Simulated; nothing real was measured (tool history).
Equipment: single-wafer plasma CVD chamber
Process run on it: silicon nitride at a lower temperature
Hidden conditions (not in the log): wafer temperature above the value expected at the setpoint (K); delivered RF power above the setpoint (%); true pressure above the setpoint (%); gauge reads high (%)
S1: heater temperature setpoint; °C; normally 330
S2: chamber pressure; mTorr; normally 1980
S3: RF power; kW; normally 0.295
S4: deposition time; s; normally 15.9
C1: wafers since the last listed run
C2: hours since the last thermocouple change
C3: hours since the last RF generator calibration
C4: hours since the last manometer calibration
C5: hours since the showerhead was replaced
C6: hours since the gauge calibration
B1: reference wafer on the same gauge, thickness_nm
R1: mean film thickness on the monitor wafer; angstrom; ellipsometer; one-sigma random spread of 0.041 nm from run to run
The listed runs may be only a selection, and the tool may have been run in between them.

run	hour	S1	S2	S3	S4	C1	C2	C3	C4	C5	C6	B1	R1
1	0.0	330	1980	0.295	17.9	0	2247.5	651.1	1730.8	6135.5	1418.6	18.999	213.35
2	83.1	330	1980	0.295	17.9	3638	2330.6	734.2	1813.9	6218.6	1501.7	18.992	212.81
3	149.3	330	1980	0.295	17.9	2898	2396.8	800.4	1880.1	6284.8	1567.9	19.007	211.84
# hour 241.3: RF generator calibrated
4	257.1	330	2340	0.295	15.9	4369	2504.6	15.8	1987.9	6392.6	1675.7	19.015	200.00
# hour 298.3: thermocouple changed; heater temperature recalibrated
5	346.4	330	2340	0.295	15.9	3559	48.1	105.1	2077.2	6481.9	1765.0	19.000	199.29
6	421.0	330	2340	0.295	15.9	3265	122.7	179.7	2151.8	6556.5	1839.6	18.990	199.68
7	508.1	335	1980	0.295	15.9	3813	209.8	266.8	2238.9	6643.6	1926.7	19.000	191.66
# hour 522.1: capacitance manometer re-zeroed and calibrated
8	589.8	335	1980	0.295	15.9	3226	291.5	348.5	67.7	6725.3	2008.4	18.994	191.71
9	629.3	335	1980	0.295	15.9	1729	331.0	388.0	107.2	6764.8	2047.9	19.011	191.52
10	686.2	330	1980	0.295	15.9	2491	387.9	444.9	164.1	6821.7	2104.8	18.993	191.25
11	792.7	337	1560	0.235	15.9	4662	494.4	551.4	270.6	6928.2	2211.3	19.010	140.79
12	863.5	323	1980	0.295	15.9	3099	565.2	622.2	341.4	6999.0	2282.1	18.999	191.11
13	930.3	330	1980	0.295	18.1	2924	632.0	689.0	408.2	7065.8	2348.9	18.998	215.94
# hour 958.4: showerhead replaced
14	973.0	330	1830	0.245	15.9	1519	674.7	731.7	450.9	14.6	2391.6	18.986	153.80
15	1059.2	330	1650	0.295	13.9	3773	760.9	817.9	537.1	100.8	2477.8	19.013	158.37
16	1120.5	330	1980	0.295	15.9	2683	822.2	879.2	598.4	162.1	2539.1	19.004	189.30
17	1181.6	336	1980	0.295	15.9	2674	883.3	940.3	659.5	223.2	2600.2	19.007	187.97
# hour 1194.4: RF generator calibrated
# hour 1249.3: gauge calibrated
18	1275.8	330	1980	0.295	15.9	3773	977.5	81.4	753.7	317.4	26.5	19.000	192.61
19	1321.4	318	1570	0.315	13.3	1996	1023.1	127.0	799.3	363.0	72.1	18.985	162.84
20	1401.2	335	1980	0.295	15.9	3493	1102.9	206.8	879.1	442.8	151.9	18.998	192.26
21	1486.2	330	2160	0.295	15.9	3721	1187.9	291.8	964.1	527.8	236.9	19.000	195.63
22	1594.1	318	1740	0.295	15.9	4723	1295.8	399.7	1072.0	635.7	344.8	19.006	186.48
23	1666.2	337	1560	0.235	15.9	3156	1367.9	471.8	1144.1	707.8	416.9	18.992	141.27
24	1720.1	318	1980	0.275	15.9	2359	1421.8	525.7	1198.0	761.7	470.8	19.007	179.17
25	1812.7	330	1980	0.255	15.9	4053	1514.4	618.3	1290.6	854.3	563.4	19.003	164.44
26	1896.0	323	2150	0.335	14.5	3646	1597.7	701.6	1373.9	937.6	646.7	19.009	199.20
27	1969.5	330	2260	0.325	15.9	3217	1671.2	775.1	1447.4	1011.1	720.2	19.005	214.70
28	2015.4	318	1740	0.295	15.9	2009	1717.1	821.0	1493.3	1057.0	766.1	19.001	184.59

Below, some changes in R1 between adjacent runs. For each, the amount present without the hidden state too (settings, incoming material, random variation) and the amount remaining for the hidden state with gauge scatter not shared by both compared results:
Run 3 -> 4: S2 1980 -> 2340, S4 17.9 -> 15.9, RF generator calibrated. R1 -11.84 angstrom: hidden state +4.18, all else -16.02.
Run 10 -> 11: S1 330 -> 337, S2 1980 -> 1560, S3 0.295 -> 0.235. R1 -50.46 angstrom: hidden state -0.14, all else -50.32.
Run 13 -> 14: S2 1980 -> 1830, S3 0.295 -> 0.245, S4 18.1 -> 15.9, showerhead replaced. R1 -62.14 angstrom: hidden state +0.38, all else -62.52.
Run 17 -> 18: S1 336 -> 330, RF generator calibrated, gauge calibrated. R1 +4.64 angstrom: hidden state +4.07, all else +0.57.

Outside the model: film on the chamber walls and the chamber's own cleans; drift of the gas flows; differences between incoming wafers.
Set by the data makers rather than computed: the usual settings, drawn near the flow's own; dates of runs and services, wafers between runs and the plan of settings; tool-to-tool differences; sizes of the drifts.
